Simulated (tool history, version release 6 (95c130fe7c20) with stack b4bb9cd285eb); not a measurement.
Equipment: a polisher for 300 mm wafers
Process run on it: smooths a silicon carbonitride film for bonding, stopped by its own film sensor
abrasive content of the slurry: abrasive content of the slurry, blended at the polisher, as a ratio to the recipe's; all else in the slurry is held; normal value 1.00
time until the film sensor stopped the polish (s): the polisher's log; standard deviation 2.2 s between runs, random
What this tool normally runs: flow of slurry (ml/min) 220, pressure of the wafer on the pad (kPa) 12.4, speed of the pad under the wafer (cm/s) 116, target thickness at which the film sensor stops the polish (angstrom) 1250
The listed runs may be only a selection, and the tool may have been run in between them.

run    hour  flow of slurry (ml/min)  pressure of the wafer on the pad (kPa)  speed of the pad under the wafer (cm/s)  abrasive content of the slurry  target thickness at which the film sensor stops the polish (angstrom)  incoming thickness of the incoming film, nm  time until the film sensor stopped the polish (s)
  1     0.0                      220                                    12.4                                      116                            1.00                                                                   1250                                        157.6                                              146.3
  2    96.4                      220                                    12.4                                      116                            1.00                                                                   1250                                        161.6                                              167.5
      153.4  -- worn pad replaced by a new one
  3   203.7                      220                                    12.4                                      116                            1.00                                                                   1250                                        163.2                                              175.3
  4   260.5                      220                                    12.4                                      116                            1.00                                                                   1250                                        158.3                                              162.9
  5   314.8                      220                                    11.0                                      146                            1.00                                                                   1250                                        158.3                                              157.6
      337.1  -- head pressure recalibrated
      345.3  -- worn pad replaced by a new one
  6   360.4                      220                                    12.4                                      116                            1.00                                                                   1250                                        157.6                                              130.2
  7   403.7                      220                                    12.4                                      116                            1.00                                                                   1250                                        162.6                                              154.9
      418.4  -- slurry blender recalibrated
  8   489.6                      220                                    12.4                                      116                            1.00                                                                   1250                                        159.2                                              154.2
      542.0  -- worn pad replaced by a new one
  9   587.2                      150                                    12.4                                      116                            1.10                                                                   1250                                        157.4                                              139.1
 10   642.5                      220                                    12.4                                      154                            0.75                                                                   1250                                        162.9                                              144.9
 11   689.4                      220                                    12.4                                      132                            1.00                                                                   1130                                        159.0                                              190.4
      714.9  -- worn pad replaced by a new one
      722.3  -- slurry nozzle cleaned
 12   757.5                      245                                    12.4                                      116                            1.00                                                                   1250                                        159.5                                              149.3
      784.6  -- slurry blender recalibrated
 13   799.0                      270                                    13.8                                       84                            1.00                                                                   1250                                        158.6                                              171.9
 14   889.6                      220                                    15.9                                      116                            1.00                                                                   1250                                        158.9                                              131.7
      914.3  -- worn pad replaced by a new one
 15   935.7                      220                                    10.3                                      116                            1.00                                                                   1250                                        161.3                                              185.6
 16  1002.6                      220                                    12.4                                      116                            1.00                                                                   1250                                        159.9                                              161.8

Consider 5 possible next runs. They are alternatives, not a sequence: every one starts from the tool as it was left by run 16. What does each give?
  A  1003.1                      220                                    12.4                                      116                            1.00                                                                   1250                                        157.2                                                  ?
  B  1003.1                      250                                    12.4                                      150                            1.00                                                                   1250                                        157.2                                                  ?
  C  1003.1                      220                                     8.3                                      116                            1.15                                                                   1350                                        157.2                                                  ?
  D  1003.1                      175                                    12.4                                      116                            1.25                                                                   1350                                        157.2                                                  ?
  E  1003.1                      155                                    12.4                                       78                            1.00                                                                   1250                                        157.2                                                  ?

run  time until the film sensor stopped the polish (s)
  A                                              148.6
  B                                              121.4
  C                                              135.7
  D                                               98.7
  E                                              206.0
The same runs, with their run-to-run variation unchanged, on a tool lacking any hidden condition would have given:
run  time until the film sensor stopped the polish (s)
  A                                              130.5
  B                                              106.6
  C                                              119.1
  D                                               86.7
  E                                              180.9

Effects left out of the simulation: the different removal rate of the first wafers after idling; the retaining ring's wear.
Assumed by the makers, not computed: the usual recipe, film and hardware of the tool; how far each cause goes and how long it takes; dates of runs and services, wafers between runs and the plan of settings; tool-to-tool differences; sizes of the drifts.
